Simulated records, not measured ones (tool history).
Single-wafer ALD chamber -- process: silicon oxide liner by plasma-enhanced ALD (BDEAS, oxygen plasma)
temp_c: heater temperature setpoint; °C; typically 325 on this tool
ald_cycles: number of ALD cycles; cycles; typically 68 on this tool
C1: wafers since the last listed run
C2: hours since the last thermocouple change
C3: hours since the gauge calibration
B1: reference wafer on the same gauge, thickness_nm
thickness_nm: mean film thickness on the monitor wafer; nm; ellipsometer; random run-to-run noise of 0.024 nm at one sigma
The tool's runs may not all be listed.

Run 1, day 0: usual settings; C1 0; C2 1855.8; C3 201.9; B1 7.739. Result: thickness_nm 7.081 nm.
Run 2, day 0.871: usual settings; C1 119; C2 1876.7; C3 222.8; B1 7.725. Result: thickness_nm 7.081 nm.
Run 3, day 2.054: usual settings; C1 162; C2 1905.1; C3 251.2; B1 7.718. Result: thickness_nm 7.114 nm.
Run 4, day 2.788: usual settings; C1 100; C2 1922.7; C3 268.8; B1 7.721. Result: thickness_nm 7.065 nm.
Run 5, day 6.988: usual settings but temp_c 333 °C; C1 577; C2 2023.5; C3 369.6; B1 7.694. Result: thickness_nm 6.974 nm.
Run 6, day 7.529: usual settings but temp_c 333 °C; C1 74; C2 2036.5; C3 382.6; B1 7.686. Result: thickness_nm 7.022 nm.
Run 7, day 8.212: usual settings; C1 93; C2 2052.9; C3 399; B1 7.687. Result: thickness_nm 7.071 nm.
Run 8, day 8.817: usual settings; C1 83; C2 2067.4; C3 413.5; B1 7.683. Result: thickness_nm 7.031 nm.
Run 9, day 13.154: usual settings; C1 595; C2 2171.5; C3 517.6; B1 7.646. Result: thickness_nm 7.06 nm.
At day 16.038: thermocouple changed; heater temperature recalibrated.
Run 10, day 16.058: usual settings; C1 353; C2 0.5; C3 587.3; B1 7.629. Result: thickness_nm 7.058 nm.
Run 11, day 17.292: usual settings but ald_cycles 65 cycles; C1 169; C2 30.1; C3 616.9; B1 7.628. Result: thickness_nm 6.645 nm.
Run 12, day 21.075: usual settings but ald_cycles 65 cycles; C1 519; C2 120.9; C3 707.7; B1 7.599. Result: thickness_nm 6.641 nm.
Run 13, day 21.683: usual settings but ald_cycles 65 cycles; C1 83; C2 135.5; C3 722.3; B1 7.585. Result: thickness_nm 6.644 nm.
Run 14, day 22.204: usual settings; C1 71; C2 148; C3 734.8; B1 7.58. Result: thickness_nm 6.968 nm.
Run 15, day 23.15: usual settings; C1 129; C2 170.7; C3 757.5; B1 7.567. Result: thickness_nm 6.97 nm.
Run 16, day 23.779: usual settings but ald_cycles 75 cycles; C1 86; C2 185.8; C3 772.6; B1 7.566. Result: thickness_nm 7.628 nm.
Run 17, day 24.783: usual settings but temp_c 316 °C; C1 137; C2 209.9; C3 796.7; B1 7.547. Result: thickness_nm 7.024 nm.
At day 26.458: gauge calibrated.
Run 18, day 28.292: usual settings; C1 482; C2 294.1; C3 44; B1 7.731. Result: thickness_nm 7.085 nm.
Run 19, day 28.992: usual settings but temp_c 338 °C, ald_cycles 60 cycles; C1 96; C2 310.9; C3 60.8; B1 7.731. Result: thickness_nm 6.151 nm.
Run 20, day 29.696: usual settings but temp_c 315 °C, ald_cycles 59 cycles; C1 96; C2 327.8; C3 77.7; B1 7.729. Result: thickness_nm 6.251 nm.
Run 21, day 30.975: usual settings but temp_c 331 °C, ald_cycles 63 cycles; C1 175; C2 358.5; C3 108.4; B1 7.732. Result: thickness_nm 6.51 nm.
Run 22, day 31.562: usual settings; C1 80; C2 372.6; C3 122.5; B1 7.72. Result: thickness_nm 7.092 nm.
Run 23, day 32.708: usual settings but ald_cycles 63 cycles; C1 157; C2 400.1; C3 150; B1 7.726. Result: thickness_nm 6.567 nm.
Run 24, day 33.667: usual settings but ald_cycles 81 cycles; C1 131; C2 423.1; C3 173; B1 7.718. Result: thickness_nm 8.468 nm.
Run 25, day 34.65: usual settings; C1 135; C2 446.7; C3 196.6; B1 7.725. Result: thickness_nm 7.086 nm.
Run 26, day 35.371: usual settings but temp_c 340 °C, ald_cycles 60 cycles; C1 99; C2 464; C3 213.9; B1 7.726. Result: thickness_nm 6.131 nm.
Run 27, day 36.404: usual settings but temp_c 331 °C, ald_cycles 74 cycles; C1 141; C2 488.8; C3 238.7; B1 7.731. Result: thickness_nm 7.684 nm.
Run 28, day 37.567: usual settings but temp_c 314 °C, ald_cycles 79 cycles; C1 159; C2 516.7; C3 266.6; B1 7.702. Result: thickness_nm 8.383 nm.
Run 29, day 39.017: usual settings but temp_c 310 °C, ald_cycles 80 cycles; C1 199; C2 551.5; C3 301.4; B1 7.712. Result: thickness_nm 8.481 nm.
Run 30, day 39.567: usual settings but temp_c 310 °C, ald_cycles 77 cycles; C1 75; C2 564.7; C3 314.6; B1 7.703. Result: thickness_nm 8.149 nm.

Forecast each of these 4 alternatives for the next run:
Run A, day 39.588: usual settings but temp_c 339 °C; C1 2; C2 565.2; C3 315.1; B1 ?. Result: thickness_nm ?.
Run B, day 39.588: usual settings but temp_c 334 °C; C1 2; C2 565.2; C3 315.1; B1 ?. Result: thickness_nm ?.
Run C, day 39.588: usual settings but ald_cycles 62 cycles; C1 2; C2 565.2; C3 315.1; B1 ?. Result: thickness_nm ?.
Run D, day 39.588: usual settings but temp_c 335 °C; C1 2; C2 565.2; C3 315.1; B1 ?. Result: thickness_nm ?.

run     B1  thickness_nm
  A  7.706         6.962
  B  7.706         7.007
  C  7.706         6.463
  D  7.706         6.998
Take away the tool's hidden state, keep each run's random variation, and the runs would have read:
run  thickness_nm
  A         6.977
  B         7.023
  C         6.477
  D         7.014
